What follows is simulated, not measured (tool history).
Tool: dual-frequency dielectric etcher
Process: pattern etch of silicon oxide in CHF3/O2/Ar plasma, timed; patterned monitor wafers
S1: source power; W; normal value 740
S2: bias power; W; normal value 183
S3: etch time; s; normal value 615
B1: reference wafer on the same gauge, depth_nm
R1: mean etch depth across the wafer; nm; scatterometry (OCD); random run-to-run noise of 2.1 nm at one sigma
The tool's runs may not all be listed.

run	hour	S1	S2	S3	B1	R1
1	0	740	183	615	1499.4	1364.1
2	26.8	740	200	615	1499.8	1421.4
# hour 39: gauge calibrated
3	43.8	740	200	615	1499.5	1424.3
4	77.4	740	217	615	1500.2	1473.5
5	107.7	740	217	615	1499.9	1480.2
6	125.5	740	217	615	1500.4	1474.5
7	142.4	740	203	615	1499.9	1430.1
8	172.6	740	203	615	1500.2	1431.2
9	195.9	900	183	615	1499.7	1465.3
# hour 210.3: source power generator calibrated
10	211.8	630	183	615	1499.8	1274.2
# hour 265.1: wet clean of the chamber
11	265.6	740	183	615	1500.1	1379.7
12	271.3	740	183	615	1501.1	1377.7
# hour 294.3: bias power generator calibrated
# hour 305.6: gauge calibrated
# hour 306.9: upper electrode replaced
13	307.4	890	152	757	1499.5	1670.2
14	327.7	830	183	772	1500.2	1809.4
15	343.1	740	183	615	1500.3	1373.6
16	371	590	223	714.5	1499.7	1600.3
17	388.6	560	228	457	1499.4	1014

5 options for the next run, each taken on its own from the tool as it stands now. Forecast them:
A	389.2	740	183	615	?	?
B	389.2	820	156	491	?	?
C	389.2	740	217	737.5	?	?
D	389.2	740	183	699.5	?	?
E	389.2	590	183	492	?	?

run	B1	R1
A	1500.5	1374.3
B	1500.5	1059.2
C	1500.5	1785.6
D	1500.5	1563.2
E	1500.5	1004.3
With no hidden state in the tool, these same runs would have given:
run	R1
A	1377
B	1061.3
C	1789
D	1566.2
E	1006.3
